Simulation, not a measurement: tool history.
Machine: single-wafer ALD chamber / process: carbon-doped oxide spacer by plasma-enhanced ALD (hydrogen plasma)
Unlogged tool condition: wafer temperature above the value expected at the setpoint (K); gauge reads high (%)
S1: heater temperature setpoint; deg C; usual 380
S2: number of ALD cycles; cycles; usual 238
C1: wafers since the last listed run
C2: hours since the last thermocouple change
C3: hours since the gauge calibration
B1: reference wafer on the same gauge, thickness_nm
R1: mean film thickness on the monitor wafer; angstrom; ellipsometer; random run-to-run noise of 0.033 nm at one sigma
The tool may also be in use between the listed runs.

{"run": 1, "day": 0.0, "S1": 377, "S2": 238, "C1": 0, "C2": 1933.4, "C3": 1694.5, "B1": 13.54, "R1": 129.08}
{"run": 2, "day": 12.625, "S1": 377, "S2": 238, "C1": 636, "C2": 2236.4, "C3": 1997.5, "B1": 13.477, "R1": 128.43}
{"run": 3, "day": 20.067, "S1": 377, "S2": 238, "C1": 375, "C2": 2415.0, "C3": 2176.1, "B1": 13.46, "R1": 127.46}
{"run": 4, "day": 24.288, "S1": 387, "S2": 271, "C1": 212, "C2": 2516.3, "C3": 2277.4, "B1": 13.428, "R1": 145.35}
{"run": 5, "day": 25.842, "S1": 387, "S2": 271, "C1": 78, "C2": 2553.6, "C3": 2314.7, "B1": 13.434, "R1": 144.54}
{"run": 6, "day": 28.725, "S1": 369, "S2": 238, "C1": 145, "C2": 2622.8, "C3": 2383.9, "B1": 13.417, "R1": 126.95}
{"run": 7, "day": 32.162, "S1": 369, "S2": 238, "C1": 173, "C2": 2705.3, "C3": 2466.4, "B1": 13.396, "R1": 126.94}
{"run": 8, "day": 34.383, "S1": 369, "S2": 238, "C1": 111, "C2": 2758.6, "C3": 2519.7, "B1": 13.373, "R1": 126.87}
{"run": 9, "day": 37.996, "S1": 380, "S2": 238, "C1": 182, "C2": 2845.3, "C3": 2606.4, "B1": 13.344, "R1": 126.52}
{"day": 43.879, "done": "thermocouple changed; heater temperature recalibrated"}
{"run": 10, "day": 43.9, "S1": 380, "S2": 238, "C1": 280, "C2": 0.5, "C3": 2748.1, "B1": 13.315, "R1": 126.89}
{"run": 11, "day": 45.412, "S1": 380, "S2": 238, "C1": 76, "C2": 36.8, "C3": 2784.4, "B1": 13.303, "R1": 126.86}
{"run": 12, "day": 47.571, "S1": 380, "S2": 238, "C1": 108, "C2": 88.6, "C3": 2836.2, "B1": 13.289, "R1": 126.44}
{"run": 13, "day": 50.362, "S1": 380, "S2": 238, "C1": 140, "C2": 155.6, "C3": 2903.2, "B1": 13.284, "R1": 126.28}
{"run": 14, "day": 52.442, "S1": 380, "S2": 238, "C1": 104, "C2": 205.5, "C3": 2953.1, "B1": 13.264, "R1": 125.48}
{"run": 15, "day": 54.667, "S1": 380, "S2": 267, "C1": 112, "C2": 258.9, "C3": 3006.5, "B1": 13.257, "R1": 140.75}
{"run": 16, "day": 58.146, "S1": 385, "S2": 238, "C1": 175, "C2": 342.4, "C3": 3090.0, "B1": 13.232, "R1": 125.88}
{"day": 59.367, "done": "gauge calibrated"}
{"run": 17, "day": 61.771, "S1": 371, "S2": 270, "C1": 182, "C2": 429.4, "C3": 57.7, "B1": 13.706, "R1": 147.89}
{"run": 18, "day": 69.275, "S1": 389, "S2": 210, "C1": 378, "C2": 609.5, "C3": 237.8, "B1": 13.72, "R1": 114.99}
{"run": 19, "day": 76.229, "S1": 380, "S2": 238, "C1": 350, "C2": 776.4, "C3": 404.7, "B1": 13.716, "R1": 130.19}
{"run": 20, "day": 83.204, "S1": 374, "S2": 238, "C1": 351, "C2": 943.8, "C3": 572.1, "B1": 13.712, "R1": 130.22}
{"run": 21, "day": 87.45, "S1": 373, "S2": 205, "C1": 214, "C2": 1045.7, "C3": 674.0, "B1": 13.702, "R1": 111.97}
{"run": 22, "day": 91.754, "S1": 373, "S2": 238, "C1": 216, "C2": 1149.0, "C3": 777.3, "B1": 13.691, "R1": 129.8}
{"run": 23, "day": 93.942, "S1": 395, "S2": 271, "C1": 110, "C2": 1201.5, "C3": 829.8, "B1": 13.686, "R1": 148.11}
{"run": 24, "day": 96.046, "S1": 380, "S2": 238, "C1": 106, "C2": 1252.0, "C3": 880.3, "B1": 13.676, "R1": 130.19}
{"run": 25, "day": 100.175, "S1": 392, "S2": 238, "C1": 208, "C2": 1351.1, "C3": 979.4, "B1": 13.671, "R1": 130.11}
{"run": 26, "day": 104.192, "S1": 380, "S2": 282, "C1": 202, "C2": 1447.5, "C3": 1075.8, "B1": 13.652, "R1": 154.3}
{"run": 27, "day": 106.875, "S1": 394, "S2": 275, "C1": 135, "C2": 1511.9, "C3": 1140.2, "B1": 13.672, "R1": 150.02}
{"run": 28, "day": 110.679, "S1": 387, "S2": 226, "C1": 191, "C2": 1603.2, "C3": 1231.5, "B1": 13.63, "R1": 122.68}
{"run": 29, "day": 114.65, "S1": 380, "S2": 238, "C1": 200, "C2": 1698.5, "C3": 1326.8, "B1": 13.629, "R1": 129.77}
{"run": 30, "day": 119.121, "S1": 380, "S2": 238, "C1": 225, "C2": 1805.8, "C3": 1434.1, "B1": 13.622, "R1": 128.78}

Take each entry between the runs: how does the hidden state at the last listed run before it differ from the hidden state at the first listed run after it?
Runs 9 to 10: thermocouple changed; heater temperature recalibrated (day 43.879)
  gauge reads high (%): -2.52 -> -2.79
  difference, measured minus the result without the unlogged condition, R1: -3.27 -> -3.63 angstrom
Runs 16 to 17: gauge calibrated (day 59.367)
  gauge reads high (%): -3.48 -> 0.13
  difference, measured minus the result without the unlogged condition, R1: -4.54 -> +0.20 angstrom

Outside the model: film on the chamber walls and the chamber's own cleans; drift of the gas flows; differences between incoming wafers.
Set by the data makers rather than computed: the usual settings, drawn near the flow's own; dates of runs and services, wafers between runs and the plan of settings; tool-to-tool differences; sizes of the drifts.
